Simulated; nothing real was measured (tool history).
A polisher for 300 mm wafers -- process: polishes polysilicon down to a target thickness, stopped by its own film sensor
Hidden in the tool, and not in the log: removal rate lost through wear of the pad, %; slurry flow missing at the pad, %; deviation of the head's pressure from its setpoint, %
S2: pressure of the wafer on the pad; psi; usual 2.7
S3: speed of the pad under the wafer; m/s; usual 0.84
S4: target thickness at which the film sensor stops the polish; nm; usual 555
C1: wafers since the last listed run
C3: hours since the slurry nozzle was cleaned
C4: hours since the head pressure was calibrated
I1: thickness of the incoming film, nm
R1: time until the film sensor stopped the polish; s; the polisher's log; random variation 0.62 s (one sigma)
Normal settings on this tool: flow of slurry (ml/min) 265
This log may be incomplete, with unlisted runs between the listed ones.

{"run": 1, "hour": 0.0, "flow of slurry (ml/min)": 265, "S2": 2.7, "S3": 0.84, "S4": 503, "C1": 0, "wafers polished on this pad": 430, "C3": 174.9, "C4": 644.3, "I1": 976.8, "R1": 60.9}
{"run": 2, "hour": 67.9, "flow of slurry (ml/min)": 265, "S2": 2.7, "S3": 0.84, "S4": 503, "C1": 578, "wafers polished on this pad": 1009, "C3": 242.8, "C4": 712.2, "I1": 977.9, "R1": 62.1}
{"run": 3, "hour": 163.9, "flow of slurry (ml/min)": 265, "S2": 2.7, "S3": 0.84, "S4": 492, "C1": 818, "wafers polished on this pad": 1827, "C3": 338.8, "C4": 808.2, "I1": 991.2, "R1": 65.1}
{"hour": 185.0, "done": "head pressure recalibrated"}
{"run": 4, "hour": 225.3, "flow of slurry (ml/min)": 265, "S2": 2.7, "S3": 0.84, "S4": 492, "C1": 506, "wafers polished on this pad": 2334, "C3": 400.2, "C4": 40.3, "I1": 980.4, "R1": 63.4}
{"run": 5, "hour": 343.2, "flow of slurry (ml/min)": 265, "S2": 2.7, "S3": 0.84, "S4": 555, "C1": 1005, "wafers polished on this pad": 3339, "C3": 518.1, "C4": 158.2, "I1": 978.1, "R1": 55.8}
{"run": 6, "hour": 404.9, "flow of slurry (ml/min)": 265, "S2": 2.7, "S3": 0.84, "S4": 555, "C1": 525, "wafers polished on this pad": 3865, "C3": 579.8, "C4": 219.9, "I1": 957.7, "R1": 53.9}
{"hour": 508.3, "done": "slurry nozzle cleaned"}
{"run": 7, "hour": 508.8, "flow of slurry (ml/min)": 265, "S2": 2.7, "S3": 1.04, "S4": 555, "C1": 877, "wafers polished on this pad": 4742, "C3": 0.5, "C4": 323.8, "I1": 975.1, "R1": 47.7}
{"hour": 573.6, "done": "worn pad replaced by a new one"}
{"run": 8, "hour": 598.1, "flow of slurry (ml/min)": 265, "S2": 2.7, "S3": 1.04, "S4": 555, "C1": 727, "wafers polished on this pad": 208, "C3": 89.8, "C4": 413.1, "I1": 997.8, "R1": 49.1}
{"run": 9, "hour": 662.1, "flow of slurry (ml/min)": 265, "S2": 2.7, "S3": 0.84, "S4": 555, "C1": 545, "wafers polished on this pad": 754, "C3": 153.8, "C4": 477.1, "I1": 993.7, "R1": 56.0}
{"hour": 878.4, "done": "head pressure recalibrated"}
{"run": 10, "hour": 929.2, "flow of slurry (ml/min)": 265, "S2": 2.7, "S3": 0.84, "S4": 555, "C1": 2259, "wafers polished on this pad": 3014, "C3": 420.9, "C4": 50.8, "I1": 976.5, "R1": 56.5}
{"run": 11, "hour": 999.9, "flow of slurry (ml/min)": 265, "S2": 2.7, "S3": 0.84, "S4": 555, "C1": 602, "wafers polished on this pad": 3616, "C3": 491.6, "C4": 121.5, "I1": 973.3, "R1": 55.5}
{"run": 12, "hour": 1051.7, "flow of slurry (ml/min)": 265, "S2": 2.7, "S3": 0.84, "S4": 555, "C1": 441, "wafers polished on this pad": 4058, "C3": 543.4, "C4": 173.3, "I1": 969.9, "R1": 54.6}
{"run": 13, "hour": 1093.0, "flow of slurry (ml/min)": 265, "S2": 2.7, "S3": 0.84, "S4": 555, "C1": 352, "wafers polished on this pad": 4410, "C3": 584.7, "C4": 214.6, "I1": 974.2, "R1": 56.4}
{"hour": 1121.9, "done": "worn pad replaced by a new one"}
{"run": 14, "hour": 1144.3, "flow of slurry (ml/min)": 265, "S2": 2.7, "S3": 0.84, "S4": 555, "C1": 403, "wafers polished on this pad": 190, "C3": 636.0, "C4": 265.9, "I1": 990.3, "R1": 60.7}
{"run": 15, "hour": 1214.7, "flow of slurry (ml/min)": 265, "S2": 2.7, "S3": 0.84, "S4": 555, "C1": 600, "wafers polished on this pad": 790, "C3": 706.4, "C4": 336.3, "I1": 979.7, "R1": 58.3}
{"hour": 1231.8, "done": "slurry nozzle cleaned"}
{"run": 16, "hour": 1279.2, "flow of slurry (ml/min)": 265, "S2": 2.7, "S3": 0.96, "S4": 555, "C1": 541, "wafers polished on this pad": 1332, "C3": 47.4, "C4": 400.8, "I1": 994.1, "R1": 51.8}
{"run": 17, "hour": 1347.3, "flow of slurry (ml/min)": 265, "S2": 2.7, "S3": 0.84, "S4": 555, "C1": 580, "wafers polished on this pad": 1912, "C3": 115.5, "C4": 468.9, "I1": 986.0, "R1": 56.4}
{"run": 18, "hour": 1435.5, "flow of slurry (ml/min)": 265, "S2": 2.1, "S3": 0.64, "S4": 514, "C1": 751, "wafers polished on this pad": 2664, "C3": 203.7, "C4": 557.1, "I1": 984.4, "R1": 89.9}
{"run": 19, "hour": 1533.4, "flow of slurry (ml/min)": 355, "S2": 3.1, "S3": 0.66, "S4": 433, "C1": 834, "wafers polished on this pad": 3499, "C3": 301.6, "C4": 655.0, "I1": 976.4, "R1": 70.6}
{"hour": 1562.1, "done": "head pressure recalibrated"}
{"run": 20, "hour": 1776.9, "flow of slurry (ml/min)": 265, "S2": 2.7, "S3": 0.84, "S4": 555, "C1": 2058, "wafers polished on this pad": 5557, "C3": 545.1, "C4": 214.8, "I1": 979.9, "R1": 56.4}
{"hour": 1804.6, "done": "worn pad replaced by a new one"}
{"run": 21, "hour": 1851.5, "flow of slurry (ml/min)": 265, "S2": 2.7, "S3": 0.84, "S4": 492, "C1": 601, "wafers polished on this pad": 399, "C3": 619.7, "C4": 289.4, "I1": 983.3, "R1": 66.9}
{"hour": 1894.4, "done": "slurry nozzle cleaned"}
{"run": 22, "hour": 1956.1, "flow of slurry (ml/min)": 195, "S2": 2.7, "S3": 0.7, "S4": 676, "C1": 883, "wafers polished on this pad": 1282, "C3": 61.7, "C4": 394.0, "I1": 967.3, "R1": 44.7}
{"run": 23, "hour": 2025.1, "flow of slurry (ml/min)": 265, "S2": 2.7, "S3": 0.84, "S4": 555, "C1": 588, "wafers polished on this pad": 1871, "C3": 130.7, "C4": 463.0, "I1": 971.0, "R1": 53.3}
{"run": 24, "hour": 2122.6, "flow of slurry (ml/min)": 265, "S2": 1.9, "S3": 0.84, "S4": 555, "C1": 831, "wafers polished on this pad": 2702, "C3": 228.2, "C4": 560.5, "I1": 982.1, "R1": 72.9}
{"run": 25, "hour": 2179.3, "flow of slurry (ml/min)": 265, "S2": 2.7, "S3": 0.84, "S4": 555, "C1": 483, "wafers polished on this pad": 3185, "C3": 284.9, "C4": 617.2, "I1": 984.0, "R1": 56.0}
{"run": 26, "hour": 2251.3, "flow of slurry (ml/min)": 320, "S2": 2.1, "S3": 1.12, "S4": 689, "C1": 613, "wafers polished on this pad": 3799, "C3": 356.9, "C4": 689.2, "I1": 983.2, "R1": 38.0}
{"run": 27, "hour": 2310.0, "flow of slurry (ml/min)": 265, "S2": 2.7, "S3": 0.84, "S4": 555, "C1": 500, "wafers polished on this pad": 4299, "C3": 415.6, "C4": 747.9, "I1": 1002.7, "R1": 58.6}
{"hour": 2323.9, "done": "head pressure recalibrated"}
{"run": 28, "hour": 2366.4, "flow of slurry (ml/min)": 265, "S2": 2.7, "S3": 0.84, "S4": 555, "C1": 463, "wafers polished on this pad": 4763, "C3": 472.0, "C4": 42.5, "I1": 975.0, "R1": 55.5}
{"run": 29, "hour": 2421.6, "flow of slurry (ml/min)": 265, "S2": 2.7, "S3": 0.84, "S4": 609, "C1": 470, "wafers polished on this pad": 5234, "C3": 527.2, "C4": 97.7, "I1": 974.8, "R1": 48.2}
{"run": 30, "hour": 2473.1, "flow of slurry (ml/min)": 355, "S2": 2.2, "S3": 1.06, "S4": 471, "C1": 439, "wafers polished on this pad": 5673, "C3": 578.7, "C4": 149.2, "I1": 963.0, "R1": 65.7}
{"hour": 2498.9, "done": "slurry nozzle cleaned"}
{"hour": 2502.6, "done": "worn pad replaced by a new one"}
{"run": 31, "hour": 2551.2, "flow of slurry (ml/min)": 265, "S2": 2.7, "S3": 0.84, "S4": 555, "C1": 625, "wafers polished on this pad": 414, "C3": 52.3, "C4": 227.3, "I1": 998.8, "R1": 57.3}
{"run": 32, "hour": 2632.3, "flow of slurry (ml/min)": 265, "S2": 2.7, "S3": 0.84, "S4": 691, "C1": 691, "wafers polished on this pad": 1105, "C3": 133.4, "C4": 308.4, "I1": 979.6, "R1": 37.6}
{"run": 33, "hour": 2682.2, "flow of slurry (ml/min)": 300, "S2": 3.2, "S3": 0.84, "S4": 638, "C1": 425, "wafers polished on this pad": 1531, "C3": 183.3, "C4": 358.3, "I1": 981.6, "R1": 38.7}
{"run": 34, "hour": 2733.4, "flow of slurry (ml/min)": 230, "S2": 2.7, "S3": 0.84, "S4": 555, "C1": 436, "wafers polished on this pad": 1967, "C3": 234.5, "C4": 409.5, "I1": 965.6, "R1": 55.0}
{"run": 35, "hour": 2817.2, "flow of slurry (ml/min)": 265, "S2": 2.7, "S3": 0.84, "S4": 555, "C1": 714, "wafers polished on this pad": 2682, "C3": 318.3, "C4": 493.3, "I1": 981.6, "R1": 55.3}
{"run": 36, "hour": 2878.9, "flow of slurry (ml/min)": 295, "S2": 3.4, "S3": 0.72, "S4": 555, "C1": 525, "wafers polished on this pad": 3208, "C3": 380.0, "C4": 555.0, "I1": 987.9, "R1": 51.3}
{"run": 37, "hour": 2932.0, "flow of slurry (ml/min)": 220, "S2": 2.7, "S3": 0.62, "S4": 555, "C1": 452, "wafers polished on this pad": 3660, "C3": 433.1, "C4": 608.1, "I1": 979.1, "R1": 69.9}

Here are 3 independent what-if runs from the current tool condition. What would each one return?
{"run": "A", "hour": 2932.4, "flow of slurry (ml/min)": 265, "S2": 3.6, "S3": 0.84, "S4": 555, "C1": 3, "wafers polished on this pad": 3664, "C3": 433.5, "C4": 608.5, "I1": 990.8, "R1": "?"}
{"run": "B", "hour": 2932.4, "flow of slurry (ml/min)": 305, "S2": 2.7, "S3": 0.62, "S4": 635, "C1": 3, "wafers polished on this pad": 3664, "C3": 433.5, "C4": 608.5, "I1": 990.8, "R1": "?"}
{"run": "C", "hour": 2932.4, "flow of slurry (ml/min)": 345, "S2": 2.7, "S3": 1.04, "S4": 555, "C1": 3, "wafers polished on this pad": 3664, "C3": 433.5, "C4": 608.5, "I1": 990.8, "R1": "?"}

run=A R1=44.6
run=B R1=55.3
run=C R1=47.7
What these runs would have given with no unlogged condition in the tool:
run=A R1=43.5
run=B R1=54.1
run=C R1=46.8
